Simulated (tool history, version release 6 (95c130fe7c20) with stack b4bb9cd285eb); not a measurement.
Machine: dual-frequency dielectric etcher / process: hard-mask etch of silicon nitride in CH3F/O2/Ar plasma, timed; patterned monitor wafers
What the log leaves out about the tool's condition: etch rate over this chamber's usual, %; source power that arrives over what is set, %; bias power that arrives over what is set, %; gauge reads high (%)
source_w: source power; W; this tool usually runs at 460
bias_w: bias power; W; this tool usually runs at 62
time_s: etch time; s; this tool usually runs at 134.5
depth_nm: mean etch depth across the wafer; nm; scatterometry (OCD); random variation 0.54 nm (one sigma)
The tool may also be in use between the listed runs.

run   hour  source_w  bias_w  time_s  wafers since the last listed run  hours since the last wet clean  hours since the last source power generator calibration  hours since the last bias power generator calibration  hours since the last upper electrode change  hours since the gauge calibration  read-back reference wafer on the same gauge, depth_nm  depth_nm
  1      0       490      62   114.5                                 0                           168.4                                                   4609.7                                                 1766.2                                       3597.3                                 49                                                   81.5      81.6
  2   20.4       490      62   114.5                               206                           188.8                                                   4630.1                                                 1786.6                                       3617.7                               69.4                                                   81.6        82
  3   41.6       460      62   134.5                               215                             210                                                   4651.3                                                 1807.8                                       3638.9                               90.6                                                   81.5      91.9
  4   67.4       460      62   134.5                               261                           235.8                                                   4677.1                                                 1833.6                                       3664.7                              116.4                                                   81.4      92.8
  5  114.6       460      62   134.5                               478                             283                                                   4724.3                                                 1880.8                                       3711.9                              163.6                                                   81.3        92
  6    138       460      62   134.5                               237                           306.4                                                   4747.7                                                 1904.2                                       3735.3                                187                                                   81.5      93.1
  7  152.7       460      62   134.5                               149                           321.1                                                   4762.4                                                 1918.9                                         3750                              201.7                                                   81.4      93.2
  8  187.3       400      49   134.5                               350                           355.7                                                     4797                                                 1953.5                                       3784.6                              236.3                                                   81.4      76.5
  9  207.6       400      49   134.5                               205                             376                                                   4817.3                                                 1973.8                                       3804.9                              256.6                                                   81.6      75.7
     215.4  -- bias power generator calibrated
     218.6  -- gauge calibrated
 10  239.6       460      62   134.5                               283                             408                                                   4849.3                                                   24.2                                       3836.9                                 21                                                   81.6      93.9
 11  264.2       460      62   134.5                               249                           432.6                                                   4873.9                                                   48.8                                       3861.5                               45.6                                                   81.6      92.8
     283.8  -- source power generator calibrated
 12  291.8       390      62      94                               239                           460.2                                                        8                                                   76.4                                       3889.1                               73.2                                                   81.5      58.5
     333.8  -- upper electrode replaced
 13  334.3       360      78   134.5                               187                           502.7                                                     50.5                                                  118.9                                          0.5                              115.7                                                   81.5      87.6
     366.4  -- wet clean of the chamber
 14  366.9       460      55   134.5                                87                             0.5                                                     83.1                                                  151.5                                         33.1                              148.3                                                   81.5      85.8
 15  368.2       460      62     116                                13                             1.8                                                     84.4                                                  152.8                                         34.4                              149.6                                                   81.6      78.6
 16  393.4       460      62   134.5                               255                              27                                                    109.6                                                    178                                         59.6                              174.8                                                   81.6      90.7
 17  419.1       370      62     148                               260                            52.7                                                    135.3                                                  203.7                                         85.3                              200.5                                                   81.3      86.5
 18  447.7       360      62   166.5                               290                            81.3                                                    163.9                                                  232.3                                        113.9                              229.1                                                   81.4      96.2
 19  464.3       570      72   122.5                               168                            97.9                                                    180.5                                                  248.9                                        130.5                              245.7                                                   81.6     100.7

The next listed run, before its measurement:
     489.9  -- gauge calibrated
 20  495.9       420      51   134.5                               320                           129.5                                                    212.1                                                  280.5                                        162.1                                  6                                                      ?         ?

{"run 20": {"read-back reference wafer on the same gauge, depth_nm": 81.4, "depth_nm": 77.8}}
With no hidden state in the tool, this same run would have given depth_nm 77.5 nm.
